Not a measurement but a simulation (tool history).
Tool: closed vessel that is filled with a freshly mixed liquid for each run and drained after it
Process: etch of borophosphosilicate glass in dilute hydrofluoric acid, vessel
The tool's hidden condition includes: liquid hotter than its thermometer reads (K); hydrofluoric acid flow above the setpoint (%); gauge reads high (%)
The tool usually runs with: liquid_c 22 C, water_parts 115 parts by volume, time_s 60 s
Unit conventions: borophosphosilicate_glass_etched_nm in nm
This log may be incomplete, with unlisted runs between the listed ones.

run    hour  liquid_c  water_parts  time_s  wafers since the last listed run  hours since the thermometer was replaced  hours since the hydrofluoric acid flow meter was replaced  hours since the gauge calibration  read-back film thickness of the borophosphosilicate glass reference wafer, read on the same gauge (nm)  borophosphosilicate_glass_etched_nm
  1       0        20          115      60                                 0                                     191.2                                                      751.7                              857.5                                                                                                  100.01                                28.62
  2    54.3        22          115      60                              3619                                     245.5                                                        806                              911.8                                                                                                   99.98                                30.84
  3   117.6        22          115      60                              4218                                     308.8                                                      869.3                              975.1                                                                                                   99.98                                31.07
  4   147.2        22          115      60                              1972                                     338.4                                                      898.9                             1004.7                                                                                                   99.98                                31.06
  5   186.2        22          115      60                              2599                                     377.4                                                      937.9                             1043.7                                                                                                   99.99                                31.07
  6   222.8        22          115      60                              2439                                       414                                                      974.5                             1080.3                                                                                                   99.97                                 30.8
  7     253        22          115      60                              2012                                     444.2                                                     1004.7                             1110.5                                                                                                  100.01                                31.17
  8   322.4        22          115      60                              4625                                     513.6                                                     1074.1                             1179.9                                                                                                     100                                31.05
      328.8  -- gauge calibrated
      338.5  -- hydrofluoric acid flow meter replaced
  9   358.4        22          115      60                              2332                                     549.6                                                       19.9                               29.6                                                                                                     100                                30.51
 10   392.7        22          115      60                              2286                                     583.9                                                       54.2                               63.9                                                                                                   99.96                                30.38
      395.5  -- thermometer replaced
 11   417.7        22          115      60                              1599                                      22.2                                                       79.2                               88.9                                                                                                  100.01                                30.48
 12   453.1        22          115      60                              2359                                      57.6                                                      114.6                              124.3                                                                                                     100                                30.25
 13   486.1        22          115      60                              2199                                      90.6                                                      147.6                              157.3                                                                                                     100                                30.37
 14   555.9        22          115      60                              4652                                     160.4                                                      217.4                              227.1                                                                                                   99.98                                30.34
 15   599.5        17          115      60                              2905                                       204                                                        261                              270.7                                                                                                  100.01                                24.75
 16   640.6        22          115      60                              2739                                     245.1                                                      302.1                              311.8                                                                                                   99.98                                30.56
 17   705.9        25          175      35                              4352                                     310.4                                                      367.4                              377.1                                                                                                   99.99                                12.26
 18   730.9      24.5          145      70                              1666                                     335.4                                                      392.4                              402.1                                                                                                   99.99                                30.47
 19   772.1        22          115      60                              2746                                     376.6                                                      433.6                              443.3                                                                                                   99.97                                30.48
 20   806.4        22          115      60                              2286                                     410.9                                                      467.9                              477.6                                                                                                   99.99                                30.74
 21   866.5        22          115      75                              4005                                       471                                                        528                              537.7                                                                                                   99.99                                38.48
      888.8  -- thermometer replaced
 22   901.2        19           75      90                              2246                                      12.4                                                      562.7                              572.4                                                                                                  100.01                                65.23
 23   949.1      24.5          140      40                              3192                                      60.3                                                      610.6                              620.3                                                                                                     100                                17.97
 24     977        22          115      60                              1859                                      88.2                                                      638.5                              648.2                                                                                                   99.98                                30.66
 25  1030.1        22           60      60                              3539                                     141.3                                                      691.6                              701.3                                                                                                  100.02                                62.37
 26  1069.1        22          115      60                              2599                                     180.3                                                      730.6                              740.3                                                                                                  100.01                                30.65
 27  1115.1        22           55      60                              3065                                     226.3                                                      776.6                              786.3                                                                                                     100                                69.81
 28  1164.3      19.5          155      40                              3279                                     275.5                                                      825.8                              835.5                                                                                                     100                                13.28
 29  1196.2        22           80      60                              2126                                     307.4                                                      857.7                              867.4                                                                                                     100                                45.96
 30  1227.2        22          115      90                              2066                                     338.4                                                      888.7                              898.4                                                                                                   99.99                                46.51
 31  1294.5      24.5          140      40                              4485                                     405.7                                                        956                              965.7                                                                                                  100.01                                18.16
     1311.3  -- hydrofluoric acid flow meter replaced
 32  1333.7        25          115      45                              2546                                     444.9                                                       22.4                             1004.9                                                                                                  100.01                                25.58
 33  1396.9      25.5          115      60                              4212                                     508.1                                                       85.6                             1068.1                                                                                                     100                                34.75

Entry by entry between the runs, the difference in hidden state between the last listed run before and the first listed run after:
In the gap between runs 8 and 9: gauge calibrated (hour 328.8); hydrofluoric acid flow meter replaced (hour 338.5)
  hydrofluoric acid flow above the setpoint (%): 2.64 -> 0.145
  measured value less the no-hidden-state value, borophosphosilicate_glass_etched_nm: +0.9 -> +0.05 nm
In the gap between runs 10 and 11: thermometer replaced (hour 395.5)
  hydrofluoric acid flow above the setpoint (%): 0.223 -> 0.28
  measured value less the no-hidden-state value, borophosphosilicate_glass_etched_nm: +0.08 -> +0.1 nm
In the gap between runs 21 and 22: thermometer replaced (hour 888.8)
  hydrofluoric acid flow above the setpoint (%): 1.31 -> 1.39
  measured value less the no-hidden-state value, borophosphosilicate_glass_etched_nm: +0.56 -> +0.97 nm
In the gap between runs 31 and 32: hydrofluoric acid flow meter replaced (hour 1311.3)
  hydrofluoric acid flow above the setpoint (%): 2.29 -> 0.527
  measured value less the no-hidden-state value, borophosphosilicate_glass_etched_nm: +0.47 -> +0.15 nm

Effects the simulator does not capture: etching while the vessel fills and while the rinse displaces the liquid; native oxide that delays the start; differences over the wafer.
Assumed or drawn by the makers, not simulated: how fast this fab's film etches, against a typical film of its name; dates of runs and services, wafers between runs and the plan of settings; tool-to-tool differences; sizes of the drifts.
